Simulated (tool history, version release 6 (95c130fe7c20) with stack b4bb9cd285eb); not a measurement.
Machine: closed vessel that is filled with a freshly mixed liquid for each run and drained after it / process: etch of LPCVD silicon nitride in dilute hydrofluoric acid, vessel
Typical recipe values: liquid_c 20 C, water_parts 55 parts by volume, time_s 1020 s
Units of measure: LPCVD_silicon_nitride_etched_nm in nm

run	hour	liquid_c	water_parts	time_s	read-back film thickness of the LPCVD silicon nitride reference wafer, read on the same gauge (nm)	LPCVD_silicon_nitride_etched_nm
1	0	20	55	1380	90.03	6.65
2	14.4	20	55	1380	89.99	6.49
3	50.2	20	55	1380	89.98	6.55
4	67.9	20	55	1020	90	4.81
5	102.4	20	55	1020	89.98	4.9
6	116.7	20	55	1020	90.01	4.83
7	150	20	55	1020	89.96	5.41
8	181.7	20	55	1020	89.97	5.35
9	209	20	55	1020	90.01	5.33
10	227.5	20	55	1020	90.03	5.33
11	252.4	20	55	1020	89.99	5.24
12	265.9	17	55	620	90.03	2.63
13	296.8	24.5	55	1020	90.02	7.28
14	319.4	18.5	45	1265	90.05	7.19
15	347.5	20	55	1020	90	5.33
16	360.7	20	55	1020	90.03	5.29
17	385.7	20	55	475	89.98	2.46
18	408.4	20	80	1020	90.02	3.64
19	430.9	17	80	1020	89.97	2.96
20	465.5	20	30	1390	89.98	12.79
21	480.8	20	70	1020	89.99	4.17
22	494.1	20	65	1395	89.97	6.11
23	516.8	20	55	1020	90.05	5.22
24	540.7	17.5	70	1395	90	4.73
25	574	20	40	1020	89.98	6.97
26	592.1	20	55	1020	89.94	5.16
27	626.6	20	55	445	90	2.23
28	643.7	17.5	65	445	89.99	1.61
29	658.4	20	80	700	90.01	2.45
30	680.6	18.5	30	1020	90.02	8.23
31	706.4	23	55	1020	90.02	6.24
32	731.1	18.5	75	1020	90.02	3.45
33	744.1	20	70	590	90.02	2.33

Not shown here: 4 entries made in the log between runs. Locate each between two listed runs and compare the hidden state at the listed run before it with the hidden state at the listed run after it:
From run 6 to run 7: thermometer replaced (hour 123.2); hydrofluoric acid flow meter replaced (hour 140.2)
  liquid colder than its thermometer reads (K): 1.67 -> 0.0836
  measured minus no-state result, LPCVD_silicon_nitride_etched_nm: -0.59 -> -0.03 nm
From run 10 to run 11: gauge calibrated (hour 237.4)
  liquid colder than its thermometer reads (K): 0.187 -> 0.221
  measured minus no-state result, LPCVD_silicon_nitride_etched_nm: -0.07 -> -0.08 nm
From run 30 to run 31: hydrofluoric acid flow meter replaced (hour 682)
  liquid colder than its thermometer reads (K): 0.793 -> 0.828
  measured minus no-state result, LPCVD_silicon_nitride_etched_nm: -0.47 -> -0.37 nm

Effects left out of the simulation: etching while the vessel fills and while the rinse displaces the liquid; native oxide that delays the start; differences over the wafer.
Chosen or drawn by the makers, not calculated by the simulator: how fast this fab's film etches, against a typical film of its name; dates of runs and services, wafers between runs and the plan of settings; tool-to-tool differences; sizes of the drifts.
